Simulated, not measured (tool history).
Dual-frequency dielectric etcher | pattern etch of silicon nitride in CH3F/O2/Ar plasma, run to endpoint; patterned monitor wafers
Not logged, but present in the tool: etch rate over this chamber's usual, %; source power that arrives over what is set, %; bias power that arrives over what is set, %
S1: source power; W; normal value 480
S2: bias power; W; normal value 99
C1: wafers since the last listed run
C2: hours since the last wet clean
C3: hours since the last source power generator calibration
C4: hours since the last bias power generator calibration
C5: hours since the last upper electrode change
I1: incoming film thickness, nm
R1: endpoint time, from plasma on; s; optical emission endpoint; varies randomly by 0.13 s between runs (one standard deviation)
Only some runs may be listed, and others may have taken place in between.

run   hour   S1   S2   C1     C2      C3      C4      C5     I1    R1
  1    0.0  480   99    0  427.9  2342.0  3631.9  4687.8  32.85  37.5
  2   16.6  480   99  190  444.5  2358.6  3648.5  4704.4  32.44  37.1
  3   32.5  480   99  182  460.4  2374.5  3664.4  4720.3  33.19  37.9
  4   43.0  480   99  120  470.9  2385.0  3674.9  4730.8  33.35  38.0
  5   55.8  480   99  147  483.7  2397.8  3687.7  4743.6  33.10  37.7
      84.1  -- wet clean of the chamber
  6   84.6  550   99   55    0.5  2426.6  3716.5  4772.4  32.61  36.8
  7   92.5  550   99   90    8.4  2434.5  3724.4  4780.3  33.04  37.3
  8  107.6  570  118  173   23.5  2449.6  3739.5  4795.4  32.82  34.7
     113.8  -- source power generator calibrated
     136.7  -- upper electrode replaced
  9  137.2  510  106   30   53.1    23.4  3769.1     0.5  33.22  37.6
 10  137.6  480   90    4   53.5    23.8  3769.5     0.9  32.72  39.8
 11  137.9  480   99    3   53.8    24.1  3769.8     1.2  33.44  39.5
 12  145.5  430   80   87   61.4    31.7  3777.4     8.8  32.79  42.8
     152.7  -- bias power generator calibrated
 13  158.5  400   99  103   74.4    44.7     5.8    21.8  32.67  41.0
 14  171.5  440   89  149   87.4    57.7    18.8    34.8  33.20  41.8
 15  181.0  380  121  109   96.9    67.2    28.3    44.3  33.47  40.7
 16  192.4  480   99  131  108.3    78.6    39.7    55.7  33.00  38.9
 17  210.1  480   99  203  126.0    96.3    57.4    73.4  32.92  38.5

How the hidden state differs across the entries between the runs, from the last listed run before each to the first after it:
Between runs 5 and 6: wet clean of the chamber (hour 84.1)
  etch rate over this chamber's usual, %: 4.22 -> -0.386
  measured less the result without the state, R1: -1.6 -> +0.2 s
Between runs 8 and 9: source power generator calibrated (hour 113.8); upper electrode replaced (hour 136.7)
  etch rate over this chamber's usual, %: -0.176 -> 0.0956
  measured less the result without the state, R1: +0.1 -> -0.1 s
Between runs 12 and 13: bias power generator calibrated (hour 152.7)
  etch rate over this chamber's usual, %: 0.172 -> 0.291
  measured less the result without the state, R1: -0.1 -> -0.2 s

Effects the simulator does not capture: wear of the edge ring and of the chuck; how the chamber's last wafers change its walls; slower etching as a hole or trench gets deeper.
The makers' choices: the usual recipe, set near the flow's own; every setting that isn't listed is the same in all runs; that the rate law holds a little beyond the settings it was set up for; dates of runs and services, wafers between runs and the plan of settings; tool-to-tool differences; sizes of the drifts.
